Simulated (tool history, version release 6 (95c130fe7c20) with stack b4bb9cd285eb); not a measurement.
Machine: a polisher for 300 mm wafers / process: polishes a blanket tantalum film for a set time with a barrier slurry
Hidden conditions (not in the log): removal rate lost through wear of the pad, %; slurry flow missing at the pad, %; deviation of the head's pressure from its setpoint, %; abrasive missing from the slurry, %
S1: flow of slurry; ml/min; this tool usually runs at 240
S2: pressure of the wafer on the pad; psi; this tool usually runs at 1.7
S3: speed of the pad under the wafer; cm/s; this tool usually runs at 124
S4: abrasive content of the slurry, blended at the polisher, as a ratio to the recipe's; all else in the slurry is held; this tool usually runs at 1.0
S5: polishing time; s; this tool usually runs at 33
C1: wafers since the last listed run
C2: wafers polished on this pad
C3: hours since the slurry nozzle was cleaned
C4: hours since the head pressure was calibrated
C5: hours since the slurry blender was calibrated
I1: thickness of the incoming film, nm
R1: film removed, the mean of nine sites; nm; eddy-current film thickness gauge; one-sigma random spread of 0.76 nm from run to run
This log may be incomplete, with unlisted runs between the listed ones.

run 1 hour=0.0 | S1=175 S2=1.4 S3=124 S4=1.0 S5=33 | C1=0 C2=1357 C3=28.1 C4=303.0 C5=218.2 | I1=230.3 | R1=49.9
run 2 hour=33.1 | S1=240 S2=1.7 S3=124 S4=1.0 S5=33 | C1=468 C2=1826 C3=61.2 C4=336.1 C5=251.3 | I1=227.5 | R1=57.2
run 3 hour=50.7 | S1=240 S2=1.7 S3=124 S4=1.0 S5=33 | C1=248 C2=2074 C3=78.8 C4=353.7 C5=268.9 | I1=229.2 | R1=57.3
run 4 hour=66.0 | S1=240 S2=1.7 S3=124 S4=1.0 S5=33 | C1=216 C2=2291 C3=94.1 C4=369.0 C5=284.2 | I1=230.8 | R1=57.1
run 5 hour=79.0 | S1=240 S2=1.7 S3=124 S4=1.0 S5=33 | C1=183 C2=2475 C3=107.1 C4=382.0 C5=297.2 | I1=228.0 | R1=56.8
run 6 hour=95.8 | S1=240 S2=2.1 S3=124 S4=1.0 S5=33 | C1=237 C2=2712 C3=123.9 C4=398.8 C5=314.0 | I1=228.4 | R1=65.7
run 7 hour=115.1 | S1=240 S2=2.3 S3=124 S4=1.0 S5=33 | C1=272 C2=2985 C3=143.2 C4=418.1 C5=333.3 | I1=230.2 | R1=68.2
run 8 hour=129.7 | S1=240 S2=1.7 S3=98 S4=1.0 S5=22 | C1=206 C2=3192 C3=157.8 C4=432.7 C5=347.9 | I1=232.6 | R1=31.9
-- hour=138.0 worn pad replaced by a new one
run 9 hour=153.9 | S1=240 S2=1.7 S3=124 S4=1.0 S5=33 | C1=285 C2=225 C3=182.0 C4=456.9 C5=372.1 | I1=228.6 | R1=55.8
-- hour=175.6 head pressure recalibrated
run 10 hour=177.5 | S1=240 S2=1.7 S3=82 S4=0.9 S5=33 | C1=305 C2=530 C3=205.6 C4=1.9 C5=395.7 | I1=229.6 | R1=42.0
run 11 hour=202.0 | S1=240 S2=2.2 S3=124 S4=1.0 S5=33 | C1=346 C2=877 C3=230.1 C4=26.4 C5=420.2 | I1=230.4 | R1=66.0
run 12 hour=234.2 | S1=220 S2=1.7 S3=124 S4=1.0 S5=33 | C1=455 C2=1332 C3=262.3 C4=58.6 C5=452.4 | I1=231.1 | R1=56.0
run 13 hour=264.1 | S1=320 S2=1.9 S3=144 S4=1.0 S5=33 | C1=422 C2=1755 C3=292.2 C4=88.5 C5=482.3 | I1=229.6 | R1=70.8
run 14 hour=298.5 | S1=240 S2=1.7 S3=124 S4=1.0 S5=33 | C1=486 C2=2241 C3=326.6 C4=122.9 C5=516.7 | I1=226.9 | R1=56.4
-- hour=302.1 slurry blender recalibrated
run 15 hour=324.7 | S1=240 S2=1.7 S3=124 S4=1.0 S5=33 | C1=342 C2=2584 C3=352.8 C4=149.1 C5=22.6 | I1=231.2 | R1=56.0
run 16 hour=354.2 | S1=300 S2=1.7 S3=124 S4=1.0 S5=25 | C1=417 C2=3001 C3=382.3 C4=178.6 C5=52.1 | I1=227.2 | R1=43.1
run 17 hour=369.8 | S1=240 S2=1.5 S3=124 S4=1.0 S5=39 | C1=220 C2=3221 C3=397.9 C4=194.2 C5=67.7 | I1=226.7 | R1=60.9

Estimate the outcome of run 18 from the log above:
-- hour=378.1 worn pad replaced by a new one
run 18 hour=401.1 | S1=240 S2=1.7 S3=124 S4=1.0 S5=33 | C1=386 C2=324 C3=429.2 C4=225.5 C5=99.0 | I1=226.4 | R1=?

R1: 54.6 nm
Had the tool carried no hidden state, the very same run would have given R1 58.4 nm.
